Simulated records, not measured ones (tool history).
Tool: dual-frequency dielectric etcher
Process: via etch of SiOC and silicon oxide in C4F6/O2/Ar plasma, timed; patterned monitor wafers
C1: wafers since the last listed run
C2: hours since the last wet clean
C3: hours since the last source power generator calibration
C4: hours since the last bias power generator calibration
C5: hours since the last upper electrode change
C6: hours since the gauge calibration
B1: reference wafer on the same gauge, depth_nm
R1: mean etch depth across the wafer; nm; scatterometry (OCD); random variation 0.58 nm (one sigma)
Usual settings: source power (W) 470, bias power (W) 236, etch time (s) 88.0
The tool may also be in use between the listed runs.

Run 1, hour 0.0: usual settings; C1 0; C2 107.1; C3 3854.6; C4 623.1; C5 1392.2; C6 311.3; B1 94.0. Result: R1 111.8 nm.
Run 2, hour 36.6: usual settings; C1 438; C2 143.7; C3 3891.2; C4 659.7; C5 1428.8; C6 347.9; B1 94.3. Result: R1 112.9 nm.
Run 3, hour 117.1: usual settings; C1 964; C2 224.2; C3 3971.7; C4 740.2; C5 1509.3; C6 428.4; B1 94.4. Result: R1 112.9 nm.
Run 4, hour 221.2: usual settings; C1 1247; C2 328.3; C3 4075.8; C4 844.3; C5 1613.4; C6 532.5; B1 94.6. Result: R1 113.7 nm.
At hour 298.9: wet clean of the chamber.
Run 5, hour 300.2: usual settings; C1 658; C2 1.3; C3 4154.8; C4 923.3; C5 1692.4; C6 611.5; B1 95.0. Result: R1 115.1 nm.
Run 6, hour 404.9: usual settings; C1 1254; C2 106.0; C3 4259.5; C4 1028.0; C5 1797.1; C6 716.2; B1 95.6. Result: R1 113.1 nm.
Run 7, hour 483.3: usual settings but source power (W) 540; C1 939; C2 184.4; C3 4337.9; C4 1106.4; C5 1875.5; C6 794.6; B1 95.5. Result: R1 122.8 nm.
Run 8, hour 543.7: usual settings; C1 723; C2 244.8; C3 4398.3; C4 1166.8; C5 1935.9; C6 855.0; B1 96.0. Result: R1 114.8 nm.
Run 9, hour 611.2: usual settings; C1 808; C2 312.3; C3 4465.8; C4 1234.3; C5 2003.4; C6 922.5; B1 96.3. Result: R1 113.7 nm.
At hour 662.3: wet clean of the chamber.
At hour 676.8: gauge calibrated.
Run 10, hour 686.4: usual settings but source power (W) 540, bias power (W) 204; C1 613; C2 24.1; C3 4541.0; C4 1309.5; C5 2078.6; C6 9.6; B1 93.0. Result: R1 111.2 nm.
At hour 738.9: source power generator calibrated.
At hour 743.0: bias power generator calibrated.
Run 11, hour 749.0: usual settings but source power (W) 550, bias power (W) 183, etch time (s) 101.5; C1 654; C2 86.7; C3 10.1; C4 6.0; C5 2141.2; C6 72.2; B1 93.2. Result: R1 122.3 nm.
Run 12, hour 847.6: usual settings but etch time (s) 96.5; C1 1181; C2 185.3; C3 108.7; C4 104.6; C5 2239.8; C6 170.8; B1 93.3. Result: R1 122.9 nm.
At hour 891.3: upper electrode replaced.
Run 13, hour 937.3: usual settings; C1 787; C2 275.0; C3 198.4; C4 194.3; C5 46.0; C6 260.5; B1 93.7. Result: R1 112.4 nm.
At hour 963.8: wet clean of the chamber.
Run 14, hour 990.7: usual settings; C1 352; C2 26.9; C3 251.8; C4 247.7; C5 99.4; C6 313.9; B1 93.8. Result: R1 111.4 nm.
Run 15, hour 1031.5: usual settings but etch time (s) 96.5; C1 488; C2 67.7; C3 292.6; C4 288.5; C5 140.2; C6 354.7; B1 93.8. Result: R1 123.2 nm.
Run 16, hour 1095.9: usual settings but etch time (s) 96.5; C1 771; C2 132.1; C3 357.0; C4 352.9; C5 204.6; C6 419.1; B1 94.1. Result: R1 123.1 nm.
Run 17, hour 1176.5: usual settings but source power (W) 390, bias power (W) 269, etch time (s) 100.0; C1 965; C2 212.7; C3 437.6; C4 433.5; C5 285.2; C6 499.7; B1 94.3. Result: R1 123.8 nm.
Run 18, hour 1249.8: usual settings but source power (W) 430, bias power (W) 280; C1 878; C2 286.0; C3 510.9; C4 506.8; C5 358.5; C6 573.0; B1 94.9. Result: R1 118.0 nm.
At hour 1289.4: wet clean of the chamber.
Run 19, hour 1326.3: usual settings but bias power (W) 260; C1 629; C2 36.9; C3 587.4; C4 583.3; C5 435.0; C6 649.5; B1 94.9. Result: R1 119.5 nm.

Hidden state or all else? Some run-to-run changes of R1, split into what the settings, what came in and random variation would give without the hidden state, and what is left for the hidden state (with any gauge scatter that isn't in both results):
The hidden state here: etch rate over this chamber's usual, %; source power that arrives over what is set, %; bias power that arrives over what is set, %; gauge reads high (%).
Run 9 -> 10: source power (W) 470 -> 540, bias power (W) 236 -> 204, wet clean of the chamber, gauge calibrated. R1 -2.5 nm: hidden state -3.8, all else +1.3.
Run 14 -> 15: etch time (s) 88.0 -> 96.5. R1 +11.8 nm: hidden state +0.3, all else +11.5.
